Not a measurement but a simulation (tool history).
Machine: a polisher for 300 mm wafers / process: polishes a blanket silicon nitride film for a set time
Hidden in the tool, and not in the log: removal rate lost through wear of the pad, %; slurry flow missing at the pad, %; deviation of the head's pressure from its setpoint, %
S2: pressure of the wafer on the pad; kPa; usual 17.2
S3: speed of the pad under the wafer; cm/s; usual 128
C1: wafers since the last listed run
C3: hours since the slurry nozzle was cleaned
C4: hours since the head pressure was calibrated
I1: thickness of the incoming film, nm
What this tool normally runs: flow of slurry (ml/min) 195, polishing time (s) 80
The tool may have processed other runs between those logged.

run 1 hour=0 | flow_of_slurry_(ml/min)=195 S2=17.2 S3=140 polishing_time_(s)=80 | C1=0 wafers_polished_on_this_pad=560 C3=198.8 C4=359.6 | I1=688.5 | film_removed_(nm)=111.1
run 2 hour=186.1 | flow_of_slurry_(ml/min)=195 S2=17.2 S3=140 polishing_time_(s)=80 | C1=1606 wafers_polished_on_this_pad=2166 C3=384.9 C4=545.7 | I1=699.9 | film_removed_(nm)=111
run 3 hour=294.1 | flow_of_slurry_(ml/min)=195 S2=17.2 S3=128 polishing_time_(s)=80 | C1=932 wafers_polished_on_this_pad=3099 C3=492.9 C4=653.7 | I1=695.2 | film_removed_(nm)=103.4
run 4 hour=345.3 | flow_of_slurry_(ml/min)=195 S2=17.2 S3=128 polishing_time_(s)=80 | C1=442 wafers_polished_on_this_pad=3541 C3=544.1 C4=704.9 | I1=685.2 | film_removed_(nm)=103.3
-- hour=376.9 slurry nozzle cleaned
run 5 hour=406.8 | flow_of_slurry_(ml/min)=195 S2=17.2 S3=128 polishing_time_(s)=80 | C1=522 wafers_polished_on_this_pad=4063 C3=29.9 C4=766.4 | I1=692.9 | film_removed_(nm)=103.9
-- hour=440.6 head pressure recalibrated
-- hour=442.7 worn pad replaced by a new one
run 6 hour=484.3 | flow_of_slurry_(ml/min)=195 S2=17.2 S3=128 polishing_time_(s)=80 | C1=633 wafers_polished_on_this_pad=359 C3=107.4 C4=43.7 | I1=691.8 | film_removed_(nm)=102.6
run 7 hour=536 | flow_of_slurry_(ml/min)=195 S2=17.2 S3=128 polishing_time_(s)=80 | C1=446 wafers_polished_on_this_pad=805 C3=159.1 C4=95.4 | I1=689.2 | film_removed_(nm)=103.3
run 8 hour=602.9 | flow_of_slurry_(ml/min)=195 S2=17.2 S3=158 polishing_time_(s)=80 | C1=577 wafers_polished_on_this_pad=1383 C3=226 C4=162.3 | I1=694.3 | film_removed_(nm)=122.2
run 9 hour=684.2 | flow_of_slurry_(ml/min)=195 S2=17.2 S3=158 polishing_time_(s)=80 | C1=701 wafers_polished_on_this_pad=2084 C3=307.3 C4=243.6 | I1=699.4 | film_removed_(nm)=125.4
run 10 hour=763.2 | flow_of_slurry_(ml/min)=155 S2=17.2 S3=128 polishing_time_(s)=80 | C1=682 wafers_polished_on_this_pad=2766 C3=386.3 C4=322.6 | I1=684.5 | film_removed_(nm)=98.5
run 11 hour=810.1 | flow_of_slurry_(ml/min)=155 S2=17.2 S3=128 polishing_time_(s)=80 | C1=404 wafers_polished_on_this_pad=3171 C3=433.2 C4=369.5 | I1=676.2 | film_removed_(nm)=101
run 12 hour=900.3 | flow_of_slurry_(ml/min)=155 S2=17.2 S3=128 polishing_time_(s)=80 | C1=778 wafers_polished_on_this_pad=3950 C3=523.4 C4=459.7 | I1=681.6 | film_removed_(nm)=100.8
-- hour=910 slurry nozzle cleaned
run 13 hour=1003.2 | flow_of_slurry_(ml/min)=195 S2=17.2 S3=128 polishing_time_(s)=80 | C1=879 wafers_polished_on_this_pad=4830 C3=93.2 C4=562.6 | I1=678.4 | film_removed_(nm)=103.1
-- hour=1041.3 worn pad replaced by a new one
run 14 hour=1090.2 | flow_of_slurry_(ml/min)=195 S2=17.2 S3=128 polishing_time_(s)=80 | C1=716 wafers_polished_on_this_pad=421 C3=180.2 C4=649.6 | I1=691.5 | film_removed_(nm)=104.6
run 15 hour=1194.7 | flow_of_slurry_(ml/min)=195 S2=17.2 S3=128 polishing_time_(s)=93 | C1=902 wafers_polished_on_this_pad=1324 C3=284.7 C4=754.1 | I1=704.1 | film_removed_(nm)=120.4
run 16 hour=1270.3 | flow_of_slurry_(ml/min)=195 S2=17.2 S3=128 polishing_time_(s)=93 | C1=652 wafers_polished_on_this_pad=1976 C3=360.3 C4=829.7 | I1=694 | film_removed_(nm)=120.8
-- hour=1350.3 head pressure recalibrated
run 17 hour=1370.1 | flow_of_slurry_(ml/min)=195 S2=17.2 S3=128 polishing_time_(s)=93 | C1=844 wafers_polished_on_this_pad=2821 C3=460.1 C4=19.8 | I1=691.5 | film_removed_(nm)=119.9
run 18 hour=1423.6 | flow_of_slurry_(ml/min)=195 S2=17.2 S3=128 polishing_time_(s)=80 | C1=461 wafers_polished_on_this_pad=3282 C3=513.6 C4=73.3 | I1=689.5 | film_removed_(nm)=103.6
run 19 hour=1508.3 | flow_of_slurry_(ml/min)=225 S2=19.3 S3=90 polishing_time_(s)=87 | C1=731 wafers_polished_on_this_pad=4014 C3=598.3 C4=158 | I1=698 | film_removed_(nm)=96.5
-- hour=1524.5 slurry nozzle cleaned
run 20 hour=1562.7 | flow_of_slurry_(ml/min)=195 S2=17.2 S3=128 polishing_time_(s)=80 | C1=461 wafers_polished_on_this_pad=4475 C3=38.2 C4=212.4 | I1=701.2 | film_removed_(nm)=103.8
run 21 hour=1621.8 | flow_of_slurry_(ml/min)=170 S2=17.2 S3=92 polishing_time_(s)=98 | C1=510 wafers_polished_on_this_pad=4985 C3=97.3 C4=271.5 | I1=691 | film_removed_(nm)=95.4
-- hour=1659.9 worn pad replaced by a new one
run 22 hour=1704.6 | flow_of_slurry_(ml/min)=195 S2=17.2 S3=128 polishing_time_(s)=80 | C1=680 wafers_polished_on_this_pad=385 C3=180.1 C4=354.3 | I1=697.3 | film_removed_(nm)=103.4
run 23 hour=1903.7 | flow_of_slurry_(ml/min)=135 S2=17.2 S3=146 polishing_time_(s)=106 | C1=1718 wafers_polished_on_this_pad=2104 C3=379.2 C4=553.4 | I1=705.2 | film_removed_(nm)=141.3
run 24 hour=1962.1 | flow_of_slurry_(ml/min)=195 S2=22.1 S3=116 polishing_time_(s)=105 | C1=504 wafers_polished_on_this_pad=2608 C3=437.6 C4=611.8 | I1=686.8 | film_removed_(nm)=154.6
run 25 hour=2052.5 | flow_of_slurry_(ml/min)=195 S2=17.2 S3=128 polishing_time_(s)=80 | C1=780 wafers_polished_on_this_pad=3389 C3=528 C4=702.2 | I1=693 | film_removed_(nm)=102
-- hour=2062.3 slurry nozzle cleaned
run 26 hour=2104.8 | flow_of_slurry_(ml/min)=225 S2=18.6 S3=116 polishing_time_(s)=80 | C1=442 wafers_polished_on_this_pad=3832 C3=42.5 C4=754.5 | I1=680.6 | film_removed_(nm)=104.6
run 27 hour=2156 | flow_of_slurry_(ml/min)=195 S2=17.2 S3=128 polishing_time_(s)=80 | C1=442 wafers_polished_on_this_pad=4274 C3=93.7 C4=805.7 | I1=697 | film_removed_(nm)=102.8
-- hour=2167.4 head pressure recalibrated
run 28 hour=2197 | flow_of_slurry_(ml/min)=145 S2=17.2 S3=128 polishing_time_(s)=80 | C1=336 wafers_polished_on_this_pad=4610 C3=134.7 C4=29.6 | I1=690.1 | film_removed_(nm)=99
-- hour=2204.5 worn pad replaced by a new one
run 29 hour=2290 | flow_of_slurry_(ml/min)=260 S2=15.9 S3=116 polishing_time_(s)=97 | C1=768 wafers_polished_on_this_pad=738 C3=227.7 C4=122.6 | I1=694.9 | film_removed_(nm)=113
run 30 hour=2364.2 | flow_of_slurry_(ml/min)=195 S2=17.2 S3=128 polishing_time_(s)=92 | C1=640 wafers_polished_on_this_pad=1378 C3=301.9 C4=196.8 | I1=683 | film_removed_(nm)=118
run 31 hour=2408.9 | flow_of_slurry_(ml/min)=250 S2=18.6 S3=144 polishing_time_(s)=61 | C1=385 wafers_polished_on_this_pad=1764 C3=346.6 C4=241.5 | I1=685 | film_removed_(nm)=94.3
run 32 hour=2472.7 | flow_of_slurry_(ml/min)=260 S2=21.4 S3=108 polishing_time_(s)=106 | C1=550 wafers_polished_on_this_pad=2315 C3=410.4 C4=305.3 | I1=689.4 | film_removed_(nm)=148.9
run 33 hour=2580.2 | flow_of_slurry_(ml/min)=195 S2=13.8 S3=128 polishing_time_(s)=80 | C1=928 wafers_polished_on_this_pad=3243 C3=517.9 C4=412.8 | I1=694.4 | film_removed_(nm)=86.4
run 34 hour=2659.9 | flow_of_slurry_(ml/min)=195 S2=17.2 S3=128 polishing_time_(s)=80 | C1=688 wafers_polished_on_this_pad=3931 C3=597.6 C4=492.5 | I1=688.9 | film_removed_(nm)=102.5
-- hour=2687.4 slurry nozzle cleaned
run 35 hour=2739.1 | flow_of_slurry_(ml/min)=195 S2=17.2 S3=164 polishing_time_(s)=80 | C1=675 wafers_polished_on_this_pad=4606 C3=51.7 C4=571.7 | I1=692.3 | film_removed_(nm)=127.4
-- hour=2802.4 worn pad replaced by a new one
run 36 hour=2802.9 | flow_of_slurry_(ml/min)=145 S2=12.4 S3=140 polishing_time_(s)=60 | C1=516 wafers_polished_on_this_pad=4 C3=115.5 C4=635.5 | I1=680.2 | film_removed_(nm)=62
run 37 hour=2891.9 | flow_of_slurry_(ml/min)=195 S2=17.2 S3=128 polishing_time_(s)=80 | C1=768 wafers_polished_on_this_pad=772 C3=204.5 C4=724.5 | I1=680 | film_removed_(nm)=103.6

Here are 4 independent what-if runs from the current tool condition. What would each one return?
run A hour=2892.3 | flow_of_slurry_(ml/min)=195 S2=17.2 S3=128 polishing_time_(s)=62 | C1=3 wafers_polished_on_this_pad=776 C3=204.9 C4=724.9 | I1=681.9 | film_removed_(nm)=?
run B hour=2892.3 | flow_of_slurry_(ml/min)=195 S2=17.2 S3=160 polishing_time_(s)=80 | C1=3 wafers_polished_on_this_pad=776 C3=204.9 C4=724.9 | I1=681.9 | film_removed_(nm)=?
run C hour=2892.3 | flow_of_slurry_(ml/min)=195 S2=17.2 S3=142 polishing_time_(s)=80 | C1=3 wafers_polished_on_this_pad=776 C3=204.9 C4=724.9 | I1=681.9 | film_removed_(nm)=?
run D hour=2892.3 | flow_of_slurry_(ml/min)=195 S2=17.2 S3=128 polishing_time_(s)=99 | C1=3 wafers_polished_on_this_pad=776 C3=204.9 C4=724.9 | I1=681.9 | film_removed_(nm)=?

run=A film_removed_(nm)=80.3
run=B film_removed_(nm)=123.9
run=C film_removed_(nm)=112.6
run=D film_removed_(nm)=128.2
The same runs, with their run-to-run variation unchanged, on a tool lacking any hidden condition would have given:
run=A film_removed_(nm)=80.3
run=B film_removed_(nm)=123.9
run=C film_removed_(nm)=112.6
run=D film_removed_(nm)=128.2
